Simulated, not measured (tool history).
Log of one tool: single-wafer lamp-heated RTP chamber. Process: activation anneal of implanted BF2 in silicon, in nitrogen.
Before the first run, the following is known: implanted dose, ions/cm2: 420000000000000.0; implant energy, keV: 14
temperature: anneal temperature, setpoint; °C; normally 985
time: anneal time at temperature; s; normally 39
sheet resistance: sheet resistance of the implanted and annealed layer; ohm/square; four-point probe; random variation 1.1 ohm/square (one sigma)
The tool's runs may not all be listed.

run    hour  temperature  time  read-back reference wafer on the same gauge, sheet resistance  sheet resistance
  1     0.0          985    39                                                         365.78            298.11
  2    67.8          985    39                                                         366.02            297.45
  3   120.1          985    39                                                         366.04            297.72
  4   223.8          985    39                                                         366.57            297.34
      238.6  -- pyrometer window cleaned and pyrometer calibrated
  5   260.0          993    50                                                         366.04            293.62
  6   303.2          993    50                                                         365.71            293.26
  7   364.1          993    50                                                         365.71            291.81
  8   400.6          985    39                                                         365.85            300.82
      506.6  -- reflector plate cleaned
  9   507.1          985    39                                                         365.90            300.92
 10   556.0          985    55                                                         366.19            299.04
 11   640.2         1001    31                                                         366.09            295.72
      714.4  -- gauge calibrated
 12   730.1         1006    20                                                         366.21            298.49
 13   781.6          999    16                                                         366.03            303.63
 14   831.5          985    39                                                         366.16            296.47
      871.7  -- pyrometer window cleaned and pyrometer calibrated
 15   888.4          985    39                                                         365.83            303.66
 16   951.5          985    48                                                         365.99            300.55
 17  1016.9          975    21                                                         366.03            318.39
 18  1080.1         1006    17                                                         365.80            300.47
 19  1175.5         1002    23                                                         366.05            297.61

Some steps in sheet resistance, run to run, broken into two amounts with sign: the step expected even without the hidden condition (settings, incoming material, random variation), and the rest, left for the hidden condition together with whatever gauge scatter is not in both the measured and the hidden-condition-free result:
Hidden state at play: true wafer temperature minus pyrometer reading, K; wafer temperature error from the tarnished reflector plate, K; gauge reads high (%).
Run 4 -> 5: temperature 985 -> 993, time 39 -> 50, pyrometer window cleaned and pyrometer calibrated. sheet resistance -3.72 ohm/square: hidden state +6.92, all else -10.64.
Run 17 -> 18: temperature 975 -> 1006, time 21 -> 17. sheet resistance -17.92 ohm/square: hidden state +5.51, all else -23.43.
